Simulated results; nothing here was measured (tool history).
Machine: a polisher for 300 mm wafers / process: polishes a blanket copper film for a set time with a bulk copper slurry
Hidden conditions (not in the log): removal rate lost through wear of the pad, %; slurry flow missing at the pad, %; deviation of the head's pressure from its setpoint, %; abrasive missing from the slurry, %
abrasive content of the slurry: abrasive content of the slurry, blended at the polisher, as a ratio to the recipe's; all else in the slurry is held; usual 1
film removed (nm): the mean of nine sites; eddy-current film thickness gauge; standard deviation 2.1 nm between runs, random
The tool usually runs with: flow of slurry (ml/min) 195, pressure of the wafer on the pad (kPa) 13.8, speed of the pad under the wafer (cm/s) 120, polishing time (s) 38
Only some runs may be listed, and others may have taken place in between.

run    hour  flow of slurry (ml/min)  pressure of the wafer on the pad (kPa)  speed of the pad under the wafer (cm/s)  abrasive content of the slurry  polishing time (s)  wafers since the last listed run  wafers polished on this pad  hours since the slurry nozzle was cleaned  hours since the head pressure was calibrated  hours since the slurry blender was calibrated  incoming thickness of the incoming film, nm  film removed (nm)
  1       0                      195                                    13.8                                      120                               1                  38                                 0                         3081                                      473.6                                         452.7                                          437.5                                       4731.4              310.4
  2    73.9                      195                                    13.8                                      120                               1                  38                               778                         3860                                      547.5                                         526.6                                          511.4                                       4757.8              309.2
  3   146.6                      195                                    13.8                                      120                               1                  38                               766                         4626                                      620.2                                         599.3                                          584.1                                       4753.5              310.8
      225.9  -- slurry blender recalibrated
  4   236.4                      195                                    13.8                                      120                               1                  38                               925                         5552                                        710                                         689.1                                           10.5                                       4767.4              309.4
      257.6  -- slurry nozzle cleaned
  5     281                      195                                    13.8                                      120                               1                  38                               459                         6011                                       23.4                                         733.7                                           55.1                                       4774.3              311.9
        291  -- worn pad replaced by a new one
  6   322.1                      195                                    13.8                                      120                               1                  38                               391                          327                                       64.5                                         774.8                                           96.2                                       4829.6              310.7
  7   421.6                      195                                    13.8                                      120                               1                  38                              1048                         1376                                        164                                         874.3                                          195.7                                         4792              311.6
  8   514.8                      195                                    13.8                                      140                            1.15                  38                               982                         2358                                      257.2                                         967.5                                          288.9                                       4667.8              371.7
  9   571.2                      195                                    13.8                                      120                               1                  38                               594                         2953                                      313.6                                        1023.9                                          345.3                                       4687.1              311.1
 10   655.2                      135                                    13.8                                      120                             1.1                  30                               885                         3838                                      397.6                                        1107.9                                          429.3                                       4723.7              241.8
 11   727.5                      195                                    13.8                                      120                               1                  38                               762                         4600                                      469.9                                        1180.2                                          501.6                                       4697.9              310.7
        788  -- head pressure recalibrated
 12   790.9                      250                                    16.5                                       84                               1                  38                               647                         5247                                      533.3                                           2.9                                            565                                       4722.4              254.3
      874.8  -- slurry blender recalibrated
      885.4  -- worn pad replaced by a new one
 13   885.9                      260                                    15.2                                      106                               1                  47                               938                            5                                      628.3                                          97.9                                           11.1                                       4632.5              366.1
 14   932.6                      240                                    15.9                                      120                               1                  38                               492                          497                                        675                                         144.6                                           57.8                                       4724.3              348.7
      996.6  -- slurry nozzle cleaned
 15   997.4                      195                                    13.8                                      120                               1                  38                               672                         1169                                        0.8                                         209.4                                          122.6                                       4737.7              309.7
 16  1075.3                      165                                    13.8                                      120                               1                  38                               821                         1991                                       78.7                                         287.3                                          200.5                                       4768.1                304
 17  1174.8                      160                                    13.8                                      120                            0.75                  38                              1048                         3039                                      178.2                                         386.8                                            300                                       4744.6              287.8
 18  1261.3                      260                                    13.8                                      120                               1                  42                               911                         3951                                      264.7                                         473.3                                          386.5                                       4737.1              351.7
 19  1319.8                      195                                    13.8                                      120                               1                  38                               616                         4568                                      323.2                                         531.8                                            445                                       4745.8                314
 20  1368.3                      155                                    10.3                                      144                             1.3                  38                               511                         5079                                      371.7                                         580.3                                          493.5                                       4751.3              327.4
     1430.9  -- slurry blender recalibrated
 21  1439.6                      195                                    11.7                                       82                            1.15                  49                               730                         5809                                        443                                         651.6                                            8.7                                       4796.7              257.5
     1482.4  -- worn pad replaced by a new one
 22  1525.1                      135                                     9.7                                      120                               1                  38                               859                          450                                      528.5                                         737.1                                           94.2                                       4697.6              243.8
     1560.3  -- slurry nozzle cleaned
 23  1633.1                      260                                    15.2                                      106                               1                  47                              1127                         1577                                       72.8                                         845.1                                          202.2                                       4772.4                369
 24  1699.9                      195                                    13.8                                      120                             0.8                  48                               704                         2281                                      139.6                                         911.9                                            269                                       4710.8              376.7
 25  1794.3                      195                                    13.8                                      120                               1                  38                               994                         3276                                        234                                        1006.3                                          363.4                                       4724.1              310.1
 26  1875.6                      195                                    13.8                                      120                               1                  38                               856                         4133                                      315.3                                        1087.6                                          444.7                                       4750.9              314.4
 27    1978                      195                                    13.8                                      120                               1                  38                              1079                         5213                                      417.7                                          1190                                          547.1                                       4771.6              309.8
 28  2014.5                      195                                    13.8                                      154                               1                  38                               384                         5597                                      454.2                                        1226.5                                          583.6                                       4776.2              394.4
     2068.6  -- slurry blender recalibrated
     2139.5  -- head pressure recalibrated
     2154.5  -- slurry nozzle cleaned
     2208.4  -- worn pad replaced by a new one
 29  2263.5                      195                                    13.8                                      120                               1                  38                              2529                          580                                        109                                           124                                          194.9                                       4752.2              309.6
 30  2342.3                      135                                    13.8                                      120                            1.15                  29                               830                         1411                                      187.8                                         202.8                                          273.7                                         4796                237
 31  2380.4                      195                                    13.8                                      120                               1                  31                               401                         1812                                      225.9                                         240.9                                          311.8                                         4691              254.7

Forecast each of these 3 alternatives for the next run:
  A  2380.8                      195                                    13.8                                      120                            0.75                  38                                 4                         1816                                      226.3                                         241.3                                          312.2                                       4778.2                  ?
  B  2380.8                      235                                    16.5                                       86                               1                  38                                 4                         1816                                      226.3                                         241.3                                          312.2                                       4778.2                  ?
  C  2380.8                      215                                    13.8                                      120                               1                  38                                 4                         1816                                      226.3                                         241.3                                          312.2                                       4778.2                  ?

run  film removed (nm)
  A              292.7
  B              258.1
  C              313.3
Without the tool's hidden state the same runs would have given:
run  film removed (nm)
  A              292.7
  B              258.1
  C              313.3

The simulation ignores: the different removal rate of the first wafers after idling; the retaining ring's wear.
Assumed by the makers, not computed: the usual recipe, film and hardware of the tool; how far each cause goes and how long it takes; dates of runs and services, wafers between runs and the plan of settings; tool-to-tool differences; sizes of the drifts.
